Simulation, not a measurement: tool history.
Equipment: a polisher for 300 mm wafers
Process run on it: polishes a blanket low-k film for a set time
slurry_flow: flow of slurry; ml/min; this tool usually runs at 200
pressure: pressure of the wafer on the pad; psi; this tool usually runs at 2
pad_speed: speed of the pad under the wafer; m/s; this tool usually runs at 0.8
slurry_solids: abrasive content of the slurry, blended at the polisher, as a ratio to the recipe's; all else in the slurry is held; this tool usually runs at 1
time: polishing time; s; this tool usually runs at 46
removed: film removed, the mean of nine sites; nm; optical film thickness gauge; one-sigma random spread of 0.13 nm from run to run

run	hour	slurry_flow	pressure	pad_speed	slurry_solids	time	incoming thickness of the incoming film, nm	removed
1	0	200	2	0.8	1	46	331.4	12.8
2	17.5	200	2	0.8	1	46	329.6	12.6
# hour 40.6: slurry blender recalibrated
# hour 65.7: worn pad replaced by a new one
3	90.9	200	2	0.8	0.85	37	332.2	9.7
4	111.3	200	2	0.8	0.85	37	330	9.7
5	135.7	200	2	0.8	0.85	37	332	9.4
# hour 158.5: slurry blender recalibrated
# hour 163.2: worn pad replaced by a new one
6	163.7	200	2	0.8	1	46	327.3	13.4
7	184.1	200	2	0.8	1	46	336	13.3
8	217.3	200	2	0.8	1	46	326.2	12.9
# hour 224.4: conditioning disc replaced and pad reconditioned
9	229.9	200	2	0.8	1	46	333.8	12.9
10	243.1	200	2	0.8	1	46	334.2	12.8
# hour 249.7: slurry blender recalibrated
# hour 264.4: worn pad replaced by a new one
# hour 266.4: head pressure recalibrated
11	270.9	200	2	0.8	1.25	46	328.8	14.3
12	284.6	200	2	0.8	1	46	327.6	13.1
13	300	200	1.5	0.8	1	46	326.6	10.4
# hour 310.1: slurry nozzle cleaned
14	328	245	2.6	0.8	1	32	328.5	11.1
# hour 356.6: worn pad replaced by a new one
15	357.1	200	2	0.8	1	53	324.7	14.4

Estimate the outcome of run 16 from the log above:
# hour 368.9: slurry blender recalibrated
16	377.2	200	2	0.8	1	46	335.3	?

{"run 16": {"removed": 13.3}}
If the tool had no hidden condition, the same run with the same run-to-run variation would have returned removed 13.4 nm.
